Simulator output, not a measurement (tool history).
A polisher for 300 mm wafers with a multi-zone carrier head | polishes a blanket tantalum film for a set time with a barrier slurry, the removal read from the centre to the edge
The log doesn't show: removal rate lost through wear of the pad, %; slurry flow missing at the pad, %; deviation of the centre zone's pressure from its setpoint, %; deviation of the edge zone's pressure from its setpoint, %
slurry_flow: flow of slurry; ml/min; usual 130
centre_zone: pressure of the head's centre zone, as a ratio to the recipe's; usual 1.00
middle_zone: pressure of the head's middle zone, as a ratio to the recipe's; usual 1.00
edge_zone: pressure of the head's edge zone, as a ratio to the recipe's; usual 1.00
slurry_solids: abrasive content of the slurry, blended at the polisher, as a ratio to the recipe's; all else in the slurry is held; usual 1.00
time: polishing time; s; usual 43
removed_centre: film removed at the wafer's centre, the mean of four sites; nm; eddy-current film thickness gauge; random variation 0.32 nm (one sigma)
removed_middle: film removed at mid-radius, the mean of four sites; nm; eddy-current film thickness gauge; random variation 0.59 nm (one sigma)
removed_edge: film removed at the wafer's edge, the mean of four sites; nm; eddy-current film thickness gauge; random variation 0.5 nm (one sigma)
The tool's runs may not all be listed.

run     day  slurry_flow  centre_zone  middle_zone  edge_zone  slurry_solids  time  wafers since the last listed run  wafers polished on this pad  hours since the slurry nozzle was cleaned  hours since the centre zone pressure was calibrated  hours since the edge zone pressure was calibrated  hours since the carrier head's membrane was replaced  incoming thickness of the incoming film, nm  removed_centre  removed_middle  removed_edge
  1   0.000          130         1.00         1.00       0.96           0.70    43                                 0                         1104                                      710.1                                                149.7                                             1440.1                                                 204.1                                        428.2            42.8            43.6          41.9
  2   1.396          130         1.00         1.00       1.00           1.00    43                               650                         1754                                      743.6                                                183.2                                             1473.6                                                 237.6                                        429.2            47.6            47.7          47.7
  3   2.396          120         1.00         1.00       0.91           0.80    49                               465                         2220                                      767.6                                                207.2                                             1497.6                                                 261.6                                        430.3            49.1            48.9          47.9
  4   3.042          130         0.96         1.00       1.00           1.00    43                               300                         2521                                      783.1                                                222.7                                             1513.1                                                 277.1                                        428.6            45.4            47.4          46.9
  5   3.825          155         1.00         1.00       1.00           1.00    34                               364                         2886                                      801.9                                                241.5                                             1531.9                                                 295.9                                        425.3            39.0            39.3          37.3
  6   4.671          130         1.00         1.00       1.00           1.00    43                               393                         3279                                      822.2                                                261.8                                             1552.2                                                 316.2                                        432.2            45.8            46.7          46.8
  7   5.550          130         1.00         1.00       1.00           1.00    43                               409                         3689                                      843.3                                                282.9                                             1573.3                                                 337.3                                        426.8            46.0            46.3          46.2
  8   6.533          130         1.00         1.00       1.00           1.00    43                               457                         4147                                      866.9                                                306.5                                             1596.9                                                 360.9                                        424.7            45.8            47.1          46.7
      6.758  -- worn pad replaced by a new one
  9   7.108          130         1.00         1.00       1.09           1.00    43                               190                          163                                      880.7                                                320.3                                             1610.7                                                 374.7                                        427.6            48.4            49.6          51.1
      7.583  -- slurry nozzle cleaned
      7.717  -- edge zone pressure recalibrated
 10   8.371          130         1.00         1.00       1.06           1.00    43                               529                          693                                       18.9                                                350.6                                               15.7                                                 405.0                                        427.8            47.6            47.6          49.8
      8.833  -- centre zone pressure recalibrated
 11   9.375          130         1.00         1.00       1.07           0.85    43                               428                         1122                                       43.0                                                 13.0                                               39.8                                                 429.1                                        433.9            46.3            45.9          47.1
 12  10.067          130         1.00         1.00       1.05           1.00    43                               322                         1444                                       59.6                                                 29.6                                               56.4                                                 445.7                                        437.1            47.4            47.2          49.2
 13  11.429          130         1.00         1.00       0.97           1.00    43                               634                         2079                                       92.3                                                 62.3                                               89.1                                                 478.4                                        431.6            46.6            47.9          47.3
 14  12.504          130         1.00         0.94       1.00           1.00    37                               500                         2579                                      118.1                                                 88.1                                              114.9                                                 504.2                                        428.0            40.5            38.3          40.5
 15  13.754          155         1.04         1.00       0.92           1.00    32                               582                         3161                                      148.1                                                118.1                                              144.9                                                 534.2                                        431.7            37.7            36.8          34.9
 16  15.167          130         1.03         1.00       0.89           1.00    43                               657                         3819                                      182.0                                                152.0                                              178.8                                                 568.1                                        427.8            47.0            47.2          44.2
 17  16.175          100         1.00         1.00       1.11           1.20    36                               469                         4289                                      206.2                                                176.2                                              203.0                                                 592.3                                        433.6            36.3            38.2          40.4
     16.375  -- worn pad replaced by a new one
 18  16.983          160         1.11         0.96       1.00           0.80    43                               298                          284                                      225.6                                                195.6                                              222.4                                                 611.7                                        427.8            51.9            46.1          46.0
 19  18.350          130         1.00         1.00       1.00           1.00    43                               636                          920                                      258.4                                                228.4                                              255.2                                                 644.5                                        432.0            47.7            47.9          48.4
 20  19.167          110         1.00         1.10       1.00           1.15    43                               380                         1300                                      278.0                                                248.0                                              274.8                                                 664.1                                        429.3            47.1            51.7          48.0
 21  19.908          155         1.00         1.00       1.00           1.00    43                               345                         1646                                      295.8                                                265.8                                              292.6                                                 681.9                                        425.3            49.6            49.6          50.1
 22  20.792          100         1.00         1.00       1.00           1.00    43                               411                         2057                                      317.0                                                287.0                                              313.8                                                 703.1                                        423.7            43.1            43.7          45.8

Hidden state at the last listed run before each entry between runs and at the first one after, where it differs:
Between runs 8 and 9: worn pad replaced by a new one (day 6.758)
  removal rate lost through wear of the pad, %: 5.34 -> 0.243
  measured less the result without the state, removed_centre: -2.6 -> -0.1 nm; removed_middle: -2.6 -> -0.1 nm; removed_edge: -2.6 -> -0.1 nm
Between runs 9 and 10: slurry nozzle cleaned (day 7.583); edge zone pressure recalibrated (day 7.717)
  removal rate lost through wear of the pad, %: 0.243 -> 0.979
  measured less the result without the state, removed_centre: -0.1 -> -0.4 nm; removed_middle: -0.1 -> -0.5 nm; removed_edge: -0.1 -> -0.5 nm
Between runs 10 and 11: centre zone pressure recalibrated (day 8.833)
  removal rate lost through wear of the pad, %: 0.979 -> 1.57
  measured less the result without the state, removed_centre: -0.4 -> -0.7 nm; removed_middle: -0.5 -> -0.7 nm; removed_edge: -0.5 -> -0.8 nm
Between runs 17 and 18: worn pad replaced by a new one (day 16.375)
  removal rate lost through wear of the pad, %: 5.53 -> 0.436
  measured less the result without the state, removed_centre: -2.2 -> -0.3 nm; removed_middle: -2.3 -> -0.2 nm; removed_edge: -2.4 -> -0.2 nm
